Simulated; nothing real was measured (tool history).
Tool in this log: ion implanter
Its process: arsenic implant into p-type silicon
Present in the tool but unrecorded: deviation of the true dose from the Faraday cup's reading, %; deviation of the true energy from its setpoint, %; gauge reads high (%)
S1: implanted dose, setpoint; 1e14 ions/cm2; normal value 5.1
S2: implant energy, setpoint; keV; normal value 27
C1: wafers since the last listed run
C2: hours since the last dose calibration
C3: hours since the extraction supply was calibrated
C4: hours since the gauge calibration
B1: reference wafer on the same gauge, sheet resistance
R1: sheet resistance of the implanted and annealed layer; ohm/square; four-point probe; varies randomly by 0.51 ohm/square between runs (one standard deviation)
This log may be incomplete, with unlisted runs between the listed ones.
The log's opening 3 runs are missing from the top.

run	day	S1	S2	C1	C2	C3	C4	B1	R1
4	8.788	6.3	23	2407	76.8	3626.9	2102.9	149.86	149.68
5	12.788	6.3	23	3645	172.8	3722.9	2198.9	149.9	149.96
6	14.817	5.1	33.5	1849	221.5	3771.6	2247.6	150.06	166.91
# day 26.604: Faraday cup replaced and dose calibrated, repeated, since the last time left the tool worse
7	26.625	5.1	33.5	10458	0.5	4055	2531	149.99	175.63
8	28.779	4.58	32	1963	52.2	4106.7	2582.7	149.92	191.56
9	30.833	4.58	32	1872	101.5	4156	2632	149.82	191.11
10	33.367	5.1	23	2308	162.3	4216.8	2692.8	150.11	184.5
11	37.6	5.1	23	3858	263.9	4318.4	2794.4	149.92	185.05
12	41.867	5.1	27	3888	366.3	4420.8	2896.8	150.05	180.57
13	45.792	5.1	27	3577	460.5	4515	2991	149.81	182.39
14	49.079	5.1	27	2996	539.4	4593.9	3069.9	149.89	181.75
# day 49.988: gauge calibrated
15	52.433	4.65	27	3057	619.9	4674.4	58.7	150.12	196.15
16	56.642	5.1	27	3835	720.9	4775.4	159.7	149.95	184.73
17	61.058	3.61	29.5	4025	826.9	4881.4	265.7	149.97	238.86
# day 62.738: Faraday cup replaced and dose calibrated
18	63.025	6.23	32.5	1488	6.9	4928.6	312.9	149.87	150.34
19	64.796	6.51	34	1613	49.4	4971.1	355.4	150.05	144.53

The next listed run, before its measurement:
20	69.058	3.75	27	3884	151.7	5073.4	457.7	?	?

Logged for run 20: B1 150.02, R1 228.44 ohm/square.
Take away the tool's hidden state, keep the run-to-run variation as it was, and the same run would have given R1 228.11 ohm/square.

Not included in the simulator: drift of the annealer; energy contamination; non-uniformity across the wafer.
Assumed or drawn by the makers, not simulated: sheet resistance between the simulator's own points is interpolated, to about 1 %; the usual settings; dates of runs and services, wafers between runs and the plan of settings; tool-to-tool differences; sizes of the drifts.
